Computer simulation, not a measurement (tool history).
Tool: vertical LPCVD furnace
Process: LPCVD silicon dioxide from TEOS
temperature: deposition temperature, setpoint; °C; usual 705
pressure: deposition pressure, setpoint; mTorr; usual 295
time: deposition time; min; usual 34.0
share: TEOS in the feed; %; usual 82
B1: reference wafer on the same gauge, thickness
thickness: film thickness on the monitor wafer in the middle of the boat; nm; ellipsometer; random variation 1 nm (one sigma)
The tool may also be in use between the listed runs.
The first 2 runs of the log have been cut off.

Run 3, hour 64.3: usual settings but share 87 %; B1 253.96. Result: thickness 304.86 nm.
Run 4, hour 81.7: usual settings; B1 254.08. Result: thickness 296.89 nm.
Run 5, hour 97.1: usual settings; B1 254.26. Result: thickness 296.60 nm.
Run 6, hour 124.0: usual settings; B1 254.08. Result: thickness 296.73 nm.
Run 7, hour 146.9: usual settings but temperature 710 °C; B1 254.00. Result: thickness 331.82 nm.
At hour 188.5: thermocouples replaced and temperature profile calibrated.
Run 8, hour 189.0: usual settings but temperature 710 °C; B1 253.80. Result: thickness 334.29 nm.
Run 9, hour 207.3: usual settings but temperature 710 °C; B1 253.75. Result: thickness 333.23 nm.
At hour 251.7: pressure gauge zeroed.
Run 10, hour 252.2: usual settings but share 75 %; B1 254.19. Result: thickness 283.48 nm.
Run 11, hour 257.4: usual settings but share 75 %; B1 254.25. Result: thickness 283.96 nm.
Run 12, hour 277.4: usual settings but temperature 715 °C, pressure 340 mTorr, share 93 %; B1 253.93. Result: thickness 426.92 nm.
Run 13, hour 292.9: usual settings but temperature 698 °C, pressure 265 mTorr, time 27.0 min, share 91 %; B1 253.74. Result: thickness 200.68 nm.
At hour 299.6: gauge calibrated.
Run 14, hour 314.9: usual settings but temperature 700 °C, pressure 360 mTorr, share 95 %; B1 253.89. Result: thickness 313.74 nm.
Run 15, hour 347.6: usual settings but pressure 345 mTorr; B1 254.23. Result: thickness 322.78 nm.
Run 16, hour 361.3: usual settings but pressure 325 mTorr, share 68 %; B1 253.69. Result: thickness 283.93 nm.
Run 17, hour 379.4: usual settings; B1 254.03. Result: thickness 297.26 nm.
At hour 414.9: TEOS flow controller replaced.
Run 18, hour 415.4: usual settings but share 90 %; B1 253.91. Result: thickness 311.73 nm.
Run 19, hour 423.1: usual settings but time 42.0 min, share 73 %; B1 253.98. Result: thickness 346.20 nm.
Run 20, hour 459.4: usual settings but temperature 695 °C, time 26.5 min, share 96 %; B1 254.00. Result: thickness 197.67 nm.
Run 21, hour 472.4: usual settings but temperature 711 °C, pressure 350 mTorr, time 43.5 min; B1 253.50. Result: thickness 477.14 nm.
Run 22, hour 508.3: usual settings but temperature 717 °C; B1 254.21. Result: thickness 390.24 nm.

For run 23, what comes out?
Run 23, hour 526.6: usual settings but pressure 330 mTorr, time 46.5 min, share 66 %; B1 ?. Result: thickness ?.

{"run 23": {"B1": 253.89, "thickness": 385.13}}
The same run, on a tool lacking any hidden state, would have yielded thickness 385.13 nm.

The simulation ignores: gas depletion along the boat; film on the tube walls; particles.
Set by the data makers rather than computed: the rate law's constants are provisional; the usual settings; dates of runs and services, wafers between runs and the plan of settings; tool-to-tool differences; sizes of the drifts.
